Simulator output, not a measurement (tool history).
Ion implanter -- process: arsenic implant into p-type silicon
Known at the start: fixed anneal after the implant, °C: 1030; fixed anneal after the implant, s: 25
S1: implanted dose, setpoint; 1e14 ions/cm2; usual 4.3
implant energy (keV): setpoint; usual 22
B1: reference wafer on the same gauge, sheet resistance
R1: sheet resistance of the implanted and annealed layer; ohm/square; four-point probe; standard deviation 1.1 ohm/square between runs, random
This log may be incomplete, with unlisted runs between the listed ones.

run 1 day=0 | S1=5.21 implant_energy_(keV)=22 | B1=262.69 | R1=210.91
run 2 day=3.412 | S1=5.21 implant_energy_(keV)=22 | B1=263.08 | R1=210.42
run 3 day=7.088 | S1=5.21 implant_energy_(keV)=22 | B1=262.77 | R1=212.15
run 4 day=9.871 | S1=4.3 implant_energy_(keV)=22 | B1=263.1 | R1=246.14
run 5 day=13.871 | S1=4.3 implant_energy_(keV)=22 | B1=262.32 | R1=245.53
run 6 day=16.312 | S1=4.3 implant_energy_(keV)=22 | B1=263.11 | R1=247.13
run 7 day=18.492 | S1=4.3 implant_energy_(keV)=22 | B1=262.54 | R1=247.6
run 8 day=21.479 | S1=4.3 implant_energy_(keV)=22 | B1=262.99 | R1=247.07
run 9 day=24.033 | S1=4.3 implant_energy_(keV)=22 | B1=263.4 | R1=249.91
run 10 day=26.379 | S1=4.3 implant_energy_(keV)=22 | B1=262.88 | R1=250.08
run 11 day=29.067 | S1=4.3 implant_energy_(keV)=22 | B1=262.73 | R1=249.02
run 12 day=32.846 | S1=3.32 implant_energy_(keV)=20 | B1=262.32 | R1=306.62
-- day=33.804 gauge calibrated
run 13 day=34.421 | S1=5.49 implant_energy_(keV)=19.5 | B1=262.81 | R1=209.57
run 14 day=37.458 | S1=3.02 implant_energy_(keV)=15.5 | B1=263.3 | R1=339.87
-- day=39.958 extraction supply calibrated
run 15 day=41.417 | S1=4.3 implant_energy_(keV)=22 | B1=263.24 | R1=250.32
-- day=43.033 Faraday cup replaced and dose calibrated
run 16 day=44.196 | S1=3.32 implant_energy_(keV)=20 | B1=263 | R1=305.14
run 17 day=47.062 | S1=4.3 implant_energy_(keV)=22 | B1=262.96 | R1=244.65
run 18 day=49.088 | S1=4.3 implant_energy_(keV)=22 | B1=262.64 | R1=246.18
run 19 day=51.746 | S1=3.57 implant_energy_(keV)=18 | B1=262.94 | R1=289.97
run 20 day=55.833 | S1=4.78 implant_energy_(keV)=29.5 | B1=263.03 | R1=219.37
run 21 day=60.075 | S1=4.3 implant_energy_(keV)=22 | B1=263.23 | R1=246.67
run 22 day=63.842 | S1=3.64 implant_energy_(keV)=27 | B1=262.93 | R1=272.14
run 23 day=66.975 | S1=5.09 implant_energy_(keV)=19.5 | B1=263.01 | R1=220.08

What was the tool's hidden state at every run in the log?
deviation of the true energy from its setpoint, %: 0 in every run
gauge reads high (%): 0 in every run
H1: deviation of the true dose from the Faraday cup's reading, %
run=1 H1=0.222
run=2 H1=0.035
run=3 H1=-0.187
run=4 H1=-0.37
run=5 H1=-0.653
run=6 H1=-0.839
run=7 H1=-1.01
run=8 H1=-1.26
run=9 H1=-1.49
run=10 H1=-1.7
run=11 H1=-1.96
run=12 H1=-2.34
run=13 H1=-2.51
run=14 H1=-2.84
run=15 H1=-3.29
run=16 H1=-0.889
run=17 H1=-0.901
run=18 H1=-0.917
run=19 H1=-0.948
run=20 H1=-1.02
run=21 H1=-1.12
run=22 H1=-1.23
run=23 H1=-1.34
